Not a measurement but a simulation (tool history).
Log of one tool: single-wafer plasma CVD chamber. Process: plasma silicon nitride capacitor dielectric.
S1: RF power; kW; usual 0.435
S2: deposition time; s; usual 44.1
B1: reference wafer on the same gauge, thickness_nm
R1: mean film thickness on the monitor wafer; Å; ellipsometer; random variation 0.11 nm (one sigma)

run     day     S1    S2      B1      R1
  1   0.000  0.375  44.1  52.720  578.08
  2   0.350  0.500  44.1  52.699  634.12
  3   0.762  0.500  44.1  52.709  632.86
  4   1.267  0.390  44.1  52.702  586.27
  5   1.825  0.390  44.1  52.714  586.88
  6   2.292  0.435  44.1  52.702  607.17
  7   2.571  0.435  44.1  52.692  607.34
  8   3.000  0.470  45.9  52.697  645.89
  9   3.379  0.470  45.9  52.697  646.08
 10   3.921  0.435  40.9  52.695  560.91
 11   5.038  0.435  48.8  52.727  669.13
 12   5.375  0.435  48.8  52.708  671.96
 13   5.696  0.375  50.2  52.696  655.82
 14   6.350  0.375  50.2  52.721  656.93
      6.996  -- RF generator calibrated
 15   7.017  0.375  50.2  52.678  675.10
 16   7.033  0.435  47.2  52.706  666.51
      7.812  -- showerhead replaced
 17   7.833  0.500  40.5  52.735  596.40
 18   8.192  0.435  44.1  52.696  622.72
 19   8.900  0.495  49.7  52.715  726.34
 20   9.233  0.380  44.1  52.694  593.34
 21   9.608  0.515  41.2  52.704  613.46
 22   9.925  0.350  44.1  52.668  578.12
 23  10.400  0.350  44.1  52.723  578.00
 24  10.892  0.375  50.2  52.726  673.98
 25  11.442  0.435  44.1  52.712  619.26
     11.800  -- gauge calibrated
 26  12.179  0.500  40.5  52.689  594.90
 27  12.871  0.500  52.4  52.693  771.59
 28  13.225  0.460  38.8  52.709  555.64
 29  13.500  0.435  40.5  52.650  568.20
 30  13.788  0.500  40.5  52.663  596.20
 31  14.333  0.400  41.8  52.715  572.09
 32  14.904  0.380  39.3  52.710  528.56

Hidden state or all else? Some run-to-run changes of R1, split into what the settings, what came in and random variation would give without the hidden state, and what is left for the hidden state (with any gauge scatter that isn't in both results):
The hidden state here: delivered RF power above the setpoint (%); gauge reads high (%).
Run 9 -> 10: S1 0.470 -> 0.435, S2 45.9 -> 40.9. R1 -85.17 Å: hidden state +2.05, all else -87.22.
Run 10 -> 11: S2 40.9 -> 48.8. R1 +108.22 Å: hidden state -3.34, all else +111.56.
Run 14 -> 15: RF generator calibrated. R1 +18.17 Å: hidden state +18.02, all else +0.15.
Run 19 -> 20: S1 0.495 -> 0.380, S2 49.7 -> 44.1. R1 -133.00 Å: hidden state +0.12, all else -133.12.
Run 26 -> 27: S2 40.5 -> 52.4. R1 +176.69 Å: hidden state -0.92, all else +177.61.
Run 27 -> 28: S1 0.500 -> 0.460, S2 52.4 -> 38.8. R1 -215.95 Å: hidden state +0.73, all else -216.68.
